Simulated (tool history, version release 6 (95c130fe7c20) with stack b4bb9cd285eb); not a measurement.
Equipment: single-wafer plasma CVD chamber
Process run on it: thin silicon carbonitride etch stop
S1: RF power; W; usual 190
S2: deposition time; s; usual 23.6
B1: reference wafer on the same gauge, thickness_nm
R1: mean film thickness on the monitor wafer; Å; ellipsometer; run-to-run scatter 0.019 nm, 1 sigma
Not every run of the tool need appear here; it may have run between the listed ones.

run 1 hour=0.0 | S1=190 S2=21.4 | B1=12.505 | R1=115.55
run 2 hour=89.1 | S1=190 S2=21.4 | B1=12.500 | R1=116.24
run 3 hour=156.6 | S1=175 S2=23.6 | B1=12.497 | R1=124.01
run 4 hour=215.5 | S1=175 S2=23.6 | B1=12.505 | R1=124.06
run 5 hour=253.2 | S1=175 S2=23.6 | B1=12.499 | R1=124.10
run 6 hour=381.3 | S1=190 S2=23.6 | B1=12.497 | R1=127.64
run 7 hour=441.4 | S1=190 S2=23.6 | B1=12.496 | R1=127.47
run 8 hour=490.8 | S1=190 S2=23.6 | B1=12.503 | R1=127.49
run 9 hour=527.0 | S1=190 S2=23.6 | B1=12.498 | R1=127.17
run 10 hour=594.0 | S1=190 S2=20.9 | B1=12.499 | R1=112.74
run 11 hour=657.7 | S1=190 S2=20.9 | B1=12.502 | R1=112.46
run 12 hour=760.0 | S1=190 S2=23.6 | B1=12.505 | R1=126.57
-- hour=837.4 showerhead replaced
run 13 hour=838.8 | S1=190 S2=23.6 | B1=12.500 | R1=126.90
run 14 hour=943.4 | S1=190 S2=23.6 | B1=12.505 | R1=126.67
-- hour=1015.2 RF generator calibrated
run 15 hour=1015.7 | S1=165 S2=23.6 | B1=12.498 | R1=122.38
run 16 hour=1067.8 | S1=180 S2=20.0 | B1=12.498 | R1=106.62
run 17 hour=1172.3 | S1=190 S2=23.6 | B1=12.505 | R1=128.36
-- hour=1190.7 gauge calibrated
-- hour=1193.4 thermocouple changed; heater temperature recalibrated
run 18 hour=1237.7 | S1=190 S2=23.6 | B1=12.501 | R1=128.18
run 19 hour=1286.9 | S1=225 S2=27.5 | B1=12.494 | R1=158.42
run 20 hour=1376.5 | S1=190 S2=23.6 | B1=12.507 | R1=128.74
run 21 hour=1417.4 | S1=190 S2=23.6 | B1=12.504 | R1=128.30
run 22 hour=1478.6 | S1=215 S2=28.2 | B1=12.489 | R1=160.17
run 23 hour=1585.6 | S1=190 S2=23.6 | B1=12.500 | R1=127.81
run 24 hour=1685.8 | S1=190 S2=21.7 | B1=12.508 | R1=117.73
run 25 hour=1763.8 | S1=190 S2=20.8 | B1=12.498 | R1=113.06
run 26 hour=1803.3 | S1=215 S2=23.6 | B1=12.507 | R1=133.50
run 27 hour=1846.2 | S1=200 S2=25.5 | B1=12.502 | R1=140.93
run 28 hour=1884.0 | S1=175 S2=21.4 | B1=12.496 | R1=112.79

List, for all runs, the conditions of the tool that the log does not record:
wafer temperature above the value expected at the setpoint (K): 0 on each run
gauge reads high (%): 0 on each run
H1: delivered RF power above the setpoint (%)
run=1 H1=-1.24
run=2 H1=-1.42
run=3 H1=-1.57
run=4 H1=-1.7
run=5 H1=-1.79
run=6 H1=-2.12
run=7 H1=-2.28
run=8 H1=-2.43
run=9 H1=-2.53
run=10 H1=-2.74
run=11 H1=-2.94
run=12 H1=-3.28
run=13 H1=-3.55
run=14 H1=-3.94
run=15 H1=-0.199
run=16 H1=-0.201
run=17 H1=-0.223
run=18 H1=-0.247
run=19 H1=-0.271
run=20 H1=-0.327
run=21 H1=-0.358
run=22 H1=-0.41
run=23 H1=-0.519
run=24 H1=-0.642
run=25 H1=-0.751
run=26 H1=-0.811
run=27 H1=-0.879
run=28 H1=-0.942

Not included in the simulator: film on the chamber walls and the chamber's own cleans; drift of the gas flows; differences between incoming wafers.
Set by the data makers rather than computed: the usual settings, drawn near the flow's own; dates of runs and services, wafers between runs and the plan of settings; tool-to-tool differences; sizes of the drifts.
